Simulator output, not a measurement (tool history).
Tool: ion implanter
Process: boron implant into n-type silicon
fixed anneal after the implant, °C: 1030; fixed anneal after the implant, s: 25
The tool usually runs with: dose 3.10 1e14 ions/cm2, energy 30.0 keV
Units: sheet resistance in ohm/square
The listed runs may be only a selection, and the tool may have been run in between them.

run   hour  dose  energy  wafers since the last listed run  hours since the last dose calibration  hours since the extraction supply was calibrated  hours since the gauge calibration  read-back reference wafer on the same gauge, sheet resistance  sheet resistance
  1    0.0  3.10    30.0                                 0                                  432.4                                            3618.1                               13.3                                                         405.70            343.58
  2   30.9  3.10    30.0                               688                                  463.3                                            3649.0                               44.2                                                         405.95            345.57
  3   49.0  3.84    26.5                               403                                  481.4                                            3667.1                               62.3                                                         405.77            293.16
  4  129.6  3.10    34.5                              1795                                  562.0                                            3747.7                              142.9                                                         405.95            338.05
  5  157.9  3.10    34.5                               630                                  590.3                                            3776.0                              171.2                                                         406.01            341.58
  6  175.3  3.10    34.5                               387                                  607.7                                            3793.4                              188.6                                                         406.18            340.94
  7  206.2  3.10    30.0                               688                                  638.6                                            3824.3                              219.5                                                         405.85            346.82
  8  238.9  3.10    30.0                               728                                  671.3                                            3857.0                              252.2                                                         406.02            344.86
     277.6  -- Faraday cup replaced and dose calibrated
  9  278.1  3.10    30.0                               695                                    0.5                                            3896.2                              291.4                                                         405.89            356.96
 10  285.1  3.10    27.5                               155                                    7.5                                            3903.2                              298.4                                                         405.93            359.00
 11  308.6  3.10    21.0                               523                                   31.0                                            3926.7                              321.9                                                         405.95            370.01
     311.3  -- gauge calibrated
 12  341.0  2.31    20.0                               721                                   63.4                                            3959.1                               29.7                                                         405.86            472.63
     366.2  -- extraction supply calibrated
 13  373.5  2.51    23.0                               545                                   95.9                                               7.3                               62.2                                                         405.83            436.27
     389.7  -- Faraday cup replaced and dose calibrated, repeated, since the last time left the tool worse
 14  406.1  3.73    20.5                               547                                   16.4                                              39.9                               94.8                                                         405.96            303.72
 15  431.0  2.76    36.0                               554                                   41.3                                              64.8                              119.7                                                         405.92            365.15
 16  458.8  2.70    39.5                               619                                   69.1                                              92.6                              147.5                                                         406.03            367.68
 17  492.8  3.10    30.0                               757                                  103.1                                             126.6                              181.5                                                         405.89            339.86
 18  507.7  2.33    33.5                               331                                  118.0                                             141.5                              196.4                                                         406.02            423.58
 19  532.6  3.10    30.0                               554                                  142.9                                             166.4                              221.3                                                         406.12            341.07
 20  552.0  2.41    20.0                               432                                  162.3                                             185.8                              240.7                                                         405.96            437.45

For each run, the measured value with the value that run would have given without the tool's hidden condition subtracted. The run-to-run variation is shared by both, the gauge scatter possibly not:
What the log doesn't record here: deviation of the true dose from the Faraday cup's reading, %; deviation of the true energy from its setpoint, %; gauge reads high (%).
run  sheet resistance
  1             +4.50
  2             +4.94
  3             +4.43
  4             +6.11
  5             +6.56
  6             +6.76
  7             +7.32
  8             +7.71
  9            +17.42
 10            +17.63
 11            +18.56
 12            +24.46
 13            +22.97
 14             +0.39
 15             +0.81
 16             +1.20
 17             +1.58
 18             +2.15
 19             +2.10
 20             +3.05

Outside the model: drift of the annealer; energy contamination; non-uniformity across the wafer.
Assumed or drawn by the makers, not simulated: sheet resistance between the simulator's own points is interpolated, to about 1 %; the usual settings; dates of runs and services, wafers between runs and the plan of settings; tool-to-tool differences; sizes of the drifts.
